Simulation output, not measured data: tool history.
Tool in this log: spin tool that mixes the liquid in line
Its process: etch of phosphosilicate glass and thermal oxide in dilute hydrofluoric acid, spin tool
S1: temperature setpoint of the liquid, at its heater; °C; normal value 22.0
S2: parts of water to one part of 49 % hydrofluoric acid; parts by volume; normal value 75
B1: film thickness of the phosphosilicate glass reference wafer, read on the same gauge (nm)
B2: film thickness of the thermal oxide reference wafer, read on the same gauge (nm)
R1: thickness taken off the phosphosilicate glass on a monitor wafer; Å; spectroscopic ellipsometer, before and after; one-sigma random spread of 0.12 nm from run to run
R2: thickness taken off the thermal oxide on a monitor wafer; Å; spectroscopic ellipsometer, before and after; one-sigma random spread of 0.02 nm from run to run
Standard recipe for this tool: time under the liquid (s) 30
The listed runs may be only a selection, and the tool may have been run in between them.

run 1 hour=0.0 | S1=22.0 S2=75 time_under_the_liquid_(s)=30 | B1=150.00 B2=129.984 | R1=208.2 R2=14.78
run 2 hour=12.1 | S1=22.0 S2=75 time_under_the_liquid_(s)=30 | B1=150.01 B2=129.987 | R1=204.8 R2=14.58
run 3 hour=19.6 | S1=22.0 S2=75 time_under_the_liquid_(s)=30 | B1=150.02 B2=130.005 | R1=206.3 R2=14.91
run 4 hour=30.7 | S1=25.5 S2=75 time_under_the_liquid_(s)=30 | B1=149.99 B2=130.022 | R1=238.5 R2=17.32
run 5 hour=58.7 | S1=25.5 S2=75 time_under_the_liquid_(s)=30 | B1=149.98 B2=129.980 | R1=239.8 R2=16.81
run 6 hour=70.7 | S1=20.0 S2=75 time_under_the_liquid_(s)=30 | B1=150.00 B2=130.012 | R1=209.4 R2=15.12
run 7 hour=83.6 | S1=20.0 S2=75 time_under_the_liquid_(s)=30 | B1=150.04 B2=130.025 | R1=207.4 R2=15.06
run 8 hour=92.2 | S1=20.0 S2=75 time_under_the_liquid_(s)=30 | B1=149.99 B2=129.982 | R1=208.4 R2=14.65
run 9 hour=108.5 | S1=22.0 S2=75 time_under_the_liquid_(s)=30 | B1=150.01 B2=130.019 | R1=225.1 R2=16.16
run 10 hour=118.9 | S1=22.0 S2=75 time_under_the_liquid_(s)=15 | B1=149.97 B2=130.006 | R1=113.2 R2=8.06
run 11 hour=134.9 | S1=22.0 S2=75 time_under_the_liquid_(s)=30 | B1=150.02 B2=129.959 | R1=224.9 R2=16.33
run 12 hour=149.3 | S1=27.0 S2=75 time_under_the_liquid_(s)=15 | B1=150.00 B2=130.010 | R1=136.3 R2=9.93
run 13 hour=163.0 | S1=23.5 S2=110 time_under_the_liquid_(s)=40 | B1=149.98 B2=129.984 | R1=209.6 R2=14.96
run 14 hour=169.7 | S1=22.0 S2=75 time_under_the_liquid_(s)=30 | B1=149.98 B2=129.987 | R1=224.4 R2=16.09
run 15 hour=176.0 | S1=25.0 S2=60 time_under_the_liquid_(s)=15 | B1=150.04 B2=130.009 | R1=160.3 R2=11.60
run 16 hour=182.7 | S1=22.0 S2=55 time_under_the_liquid_(s)=30 | B1=150.03 B2=129.994 | R1=312.3 R2=22.28
run 17 hour=196.1 | S1=22.0 S2=75 time_under_the_liquid_(s)=50 | B1=150.00 B2=129.999 | R1=374.6 R2=26.44
run 18 hour=210.6 | S1=18.0 S2=75 time_under_the_liquid_(s)=30 | B1=150.01 B2=130.001 | R1=188.0 R2=13.62
run 19 hour=217.3 | S1=22.0 S2=75 time_under_the_liquid_(s)=30 | B1=149.98 B2=130.036 | R1=223.8 R2=16.05

Withheld: 3 entries from between the runs. Position of each, and hidden state at the listed run before versus the listed run after:
Runs 5 to 6: thermometer replaced (hour 70.2)
  liquid colder than its thermometer reads (K): 2.64 -> 0.252
  measured less the result without the state, R1: -26.9 -> -2.2 Å; R2: -1.89 -> -0.16 Å
Runs 8 to 9: hydrofluoric acid flow meter replaced (hour 103.2)
  liquid colder than its thermometer reads (K): 0.317 -> 0.365
  measured less the result without the state, R1: -2.8 -> -3.5 Å; R2: -0.20 -> -0.25 Å
Runs 10 to 11: gauge calibrated (hour 130.0)
  liquid colder than its thermometer reads (K): 0.396 -> 0.444
  measured less the result without the state, R1: -1.9 -> -4.1 Å; R2: -0.13 -> -0.30 Å

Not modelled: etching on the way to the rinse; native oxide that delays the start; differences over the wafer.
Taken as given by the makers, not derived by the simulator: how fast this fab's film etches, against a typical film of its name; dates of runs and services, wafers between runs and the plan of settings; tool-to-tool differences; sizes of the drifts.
